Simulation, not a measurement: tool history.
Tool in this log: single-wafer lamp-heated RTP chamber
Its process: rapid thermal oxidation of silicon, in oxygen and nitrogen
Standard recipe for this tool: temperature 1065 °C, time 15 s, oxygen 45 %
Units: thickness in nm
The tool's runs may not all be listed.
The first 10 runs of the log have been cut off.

run	hour	temperature	time	oxygen	wafers since the last listed run	wafers since the last pyrometer calibration	hours since the oxygen flow controller was replaced	hours since the gauge calibration	read-back reference wafer on the same gauge, thickness	thickness
11	764.2	1065	13	45	655	3841	1749.5	141.5	3.552	3.706
12	845.9	1065	13	45	765	4607	1831.2	223.2	3.548	3.724
13	888.4	1065	15	59	398	5005	1873.7	265.7	3.55	4.294
14	987.5	1065	15	59	928	5933	1972.8	364.8	3.554	4.333
15	1082.4	1065	15	59	889	6822	2067.7	459.7	3.55	4.346
16	1183.3	1065	15	45	945	7767	2168.6	560.6	3.544	3.955
17	1259.1	1065	15	45	710	8477	2244.4	636.4	3.548	3.927
18	1359.3	1087	15	45	938	9416	2344.6	736.6	3.55	4.6
# hour 1406.7: pyrometer window cleaned and pyrometer calibrated
19	1467.2	1065	15	45	935	566	2452.5	844.5	3.551	3.9
20	1551.7	1065	15	45	791	1357	2537	929	3.552	3.897
21	1649	1065	15	45	911	2269	2634.3	1026.3	3.55	3.927
22	1750.8	1055	15	61	953	3223	2736.1	1128.1	3.551	4.041
23	1796.2	1065	15	64	425	3648	2781.5	1173.5	3.549	4.429
24	1855.5	1065	15	45	555	4203	2840.8	1232.8	3.551	3.892
25	1909.6	1065	15	45	506	4710	2894.9	1286.9	3.547	3.93
26	1990.9	1080	21	58	761	5472	2976.2	1368.2	3.544	5.388
27	2061.9	1094	9	57	665	6137	3047.2	1439.2	3.547	4.17
28	2113.4	1093	20	67	482	6619	3098.7	1490.7	3.55	6.06

The next listed run, before its measurement:
# hour 2231: pyrometer window cleaned and pyrometer calibrated
# hour 2335.1: oxygen flow controller replaced
29	2360.9	1065	15	45	2168	1141	25.8	1738.2	?	?

{"run 29": {"read-back reference wafer on the same gauge, thickness": 3.554, "thickness": 3.902}}
Had the tool carried no hidden state, the very same run would have given thickness 3.885 nm.
